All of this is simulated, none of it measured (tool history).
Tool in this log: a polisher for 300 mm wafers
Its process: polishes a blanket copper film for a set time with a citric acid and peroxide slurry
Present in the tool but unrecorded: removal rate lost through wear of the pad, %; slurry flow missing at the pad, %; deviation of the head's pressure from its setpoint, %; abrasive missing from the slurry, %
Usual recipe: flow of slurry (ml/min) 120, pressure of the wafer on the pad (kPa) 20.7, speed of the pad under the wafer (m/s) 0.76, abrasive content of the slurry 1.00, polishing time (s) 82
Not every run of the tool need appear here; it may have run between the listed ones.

| run | hour | flow of slurry (ml/min) | pressure of the wafer on the pad (kPa) | speed of the pad under the wafer (m/s) | abrasive content of the slurry | polishing time (s) | wafers since the last listed run | wafers polished on this pad | hours since the slurry nozzle was cleaned | hours since the head pressure was calibrated | hours since the slurry blender was calibrated | incoming thickness of the incoming film, nm | film removed (angstrom) |
|---|---|---|---|---|---|---|---|---|---|---|---|---|---|
| 1 | 0.0 | 120 | 20.7 | 0.76 | 1.00 | 82 | 0 | 1255 | 134.9 | 334.2 | 134.0 | 1021.8 | 1159 |
|  | 8.7 | worn pad replaced by a new one |
| 2 | 28.8 | 120 | 20.7 | 0.76 | 1.00 | 82 | 164 | 132 | 163.7 | 363.0 | 162.8 | 1039.1 | 1161 |
|  | 70.5 | slurry nozzle cleaned |
| 3 | 71.3 | 120 | 20.7 | 0.76 | 1.00 | 82 | 274 | 407 | 0.8 | 405.5 | 205.3 | 1033.7 | 1172 |
|  | 104.8 | slurry blender recalibrated |
| 4 | 129.7 | 120 | 20.7 | 0.76 | 1.00 | 82 | 373 | 780 | 59.2 | 463.9 | 24.9 | 1021.5 | 1159 |
| 5 | 182.4 | 120 | 20.7 | 0.76 | 1.00 | 82 | 348 | 1128 | 111.9 | 516.6 | 77.6 | 1024.2 | 1176 |
|  | 229.6 | worn pad replaced by a new one |
| 6 | 230.6 | 120 | 20.7 | 0.76 | 1.00 | 82 | 292 | 6 | 160.1 | 564.8 | 125.8 | 1037.9 | 1177 |
| 7 | 263.9 | 120 | 20.7 | 0.76 | 1.00 | 82 | 220 | 227 | 193.4 | 598.1 | 159.1 | 1046.9 | 1163 |
|  | 291.0 | slurry nozzle cleaned |
| 8 | 310.6 | 120 | 20.7 | 0.76 | 1.00 | 82 | 302 | 529 | 19.6 | 644.8 | 205.8 | 1027.1 | 1170 |
|  | 374.7 | slurry blender recalibrated |
| 9 | 378.8 | 120 | 20.7 | 0.76 | 1.00 | 82 | 437 | 967 | 87.8 | 713.0 | 4.1 | 1041.7 | 1170 |
|  | 448.2 | worn pad replaced by a new one |
| 10 | 448.7 | 120 | 20.7 | 0.76 | 1.00 | 82 | 435 | 3 | 157.7 | 782.9 | 74.0 | 1015.2 | 1161 |
| 11 | 493.5 | 120 | 20.7 | 0.76 | 0.95 | 82 | 296 | 299 | 202.5 | 827.7 | 118.8 | 1045.5 | 1163 |
|  | 519.5 | slurry nozzle cleaned |
| 12 | 542.0 | 120 | 20.7 | 0.76 | 0.95 | 82 | 314 | 614 | 22.5 | 876.2 | 167.3 | 1016.4 | 1162 |
|  | 576.4 | head pressure recalibrated |
|  | 604.3 | slurry blender recalibrated |
| 13 | 608.3 | 120 | 20.7 | 0.76 | 0.95 | 82 | 412 | 1026 | 88.8 | 31.9 | 4.0 | 1036.0 | 1168 |
|  | 644.0 | worn pad replaced by a new one |
| 14 | 655.0 | 120 | 20.7 | 0.76 | 1.00 | 82 | 282 | 72 | 135.5 | 78.6 | 50.7 | 1045.1 | 1162 |
| 15 | 683.3 | 100 | 20.7 | 0.76 | 1.00 | 92 | 187 | 260 | 163.8 | 106.9 | 79.0 | 1035.2 | 1265 |
| 16 | 726.4 | 95 | 20.7 | 0.76 | 0.80 | 82 | 285 | 545 | 206.9 | 150.0 | 122.1 | 1022.4 | 1054 |
|  | 734.0 | slurry nozzle cleaned |
| 17 | 786.2 | 120 | 14.5 | 0.76 | 1.00 | 54 | 388 | 934 | 52.2 | 209.8 | 181.9 | 1035.7 | 545 |
| 18 | 812.7 | 85 | 20.7 | 0.88 | 1.00 | 82 | 175 | 1109 | 78.7 | 236.3 | 208.4 | 1028.1 | 1231 |

Forecast run 19:
|  | 853.6 | worn pad replaced by a new one |
| 19 | 859.2 | 120 | 20.7 | 0.76 | 1.00 | 82 | 281 | 37 | 125.2 | 282.8 | 254.9 | 1046.0 | ? |

{"run 19": {"film removed (angstrom)": 1166}}
Without the tool's hidden state the same run would have given film removed (angstrom) 1166.
